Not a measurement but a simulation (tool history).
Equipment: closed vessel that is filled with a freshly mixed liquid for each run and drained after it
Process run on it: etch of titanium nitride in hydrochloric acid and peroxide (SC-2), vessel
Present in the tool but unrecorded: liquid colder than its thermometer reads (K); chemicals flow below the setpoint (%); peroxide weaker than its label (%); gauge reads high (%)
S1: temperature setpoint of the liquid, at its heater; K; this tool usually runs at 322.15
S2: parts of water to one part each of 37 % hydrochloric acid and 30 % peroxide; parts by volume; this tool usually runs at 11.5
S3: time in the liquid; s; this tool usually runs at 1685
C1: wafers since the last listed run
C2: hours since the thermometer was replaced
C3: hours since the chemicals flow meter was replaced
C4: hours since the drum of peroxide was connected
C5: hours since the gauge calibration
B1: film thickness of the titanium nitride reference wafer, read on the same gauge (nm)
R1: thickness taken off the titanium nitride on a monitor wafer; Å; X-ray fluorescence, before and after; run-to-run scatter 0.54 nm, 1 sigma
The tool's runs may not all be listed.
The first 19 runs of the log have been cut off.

Run 20, hour 1363.2: usual settings but S1 314.15 K, S2 7 parts by volume, S3 2145 s; C1 4034; C2 2771.3; C3 1199.7; C4 266.7; C5 2040.8; B1 70.02. Result: R1 670.4 Å.
At hour 1379.4: thermometer replaced.
Run 21, hour 1458: usual settings but S3 1975 s; C1 3677; C2 78.6; C3 1294.5; C4 361.5; C5 2135.6; B1 69.99. Result: R1 747.2 Å.
At hour 1540.6: gauge calibrated.
Run 22, hour 1565.7: usual settings; C1 4222; C2 186.3; C3 1402.2; C4 469.2; C5 25.1; B1 70.01. Result: R1 636.9 Å.
Run 23, hour 1668.9: usual settings but S1 326.65 K, S2 14 parts by volume; C1 4046; C2 289.5; C3 1505.4; C4 572.4; C5 128.3; B1 69.96. Result: R1 713.6 Å.
At hour 1704.6: new drum of peroxide connected.
Run 24, hour 1772.9: usual settings; C1 4038; C2 393.5; C3 1609.4; C4 68.3; C5 232.3; B1 70.02. Result: R1 625.8 Å.
Run 25, hour 1841.1: usual settings but S2 13.5 parts by volume; C1 2674; C2 461.7; C3 1677.6; C4 136.5; C5 300.5; B1 70.01. Result: R1 547.3 Å.
Run 26, hour 1906.2: usual settings; C1 2552; C2 526.8; C3 1742.7; C4 201.6; C5 365.6; B1 70.01. Result: R1 634.8 Å.
Run 27, hour 1992.3: usual settings but S1 329.15 K, S3 2560 s; C1 3375; C2 612.9; C3 1828.8; C4 287.7; C5 451.7; B1 69.99. Result: R1 1512.9 Å.
Run 28, hour 2093.1: usual settings but S1 314.15 K, S2 7 parts by volume, S3 2145 s; C1 3952; C2 713.7; C3 1929.6; C4 388.5; C5 552.5; B1 70.01. Result: R1 700 Å.
Run 29, hour 2198.6: usual settings; C1 4136; C2 819.2; C3 2035.1; C4 494; C5 658; B1 70.02. Result: R1 623.5 Å.
Run 30, hour 2295.4: usual settings but S1 315.65 K, S2 6.5 parts by volume, S3 720 s; C1 3795; C2 916; C3 2131.9; C4 590.8; C5 754.8; B1 70.01. Result: R1 271.4 Å.

3 options for the next run, each taken on its own from the tool as it stands now. Forecast them:
Run A, hour 2296.5: usual settings; C1 43; C2 917.1; C3 2133; C4 591.9; C5 755.9; B1 ?. Result: R1 ?.
Run B, hour 2296.5: usual settings but S1 316.15 K, S3 1080 s; C1 43; C2 917.1; C3 2133; C4 591.9; C5 755.9; B1 ?. Result: R1 ?.
Run C, hour 2296.5: usual settings but S1 318.15 K, S2 9 parts by volume, S3 2215 s; C1 43; C2 917.1; C3 2133; C4 591.9; C5 755.9; B1 ?. Result: R1 ?.

run     B1     R1
  A  70.01  628.3
  B  70.01  267.1
  C  70.01  772.2
With no hidden state in the tool, these same runs would have given:
run     R1
  A  637.6
  B  271.2
  C  783.9
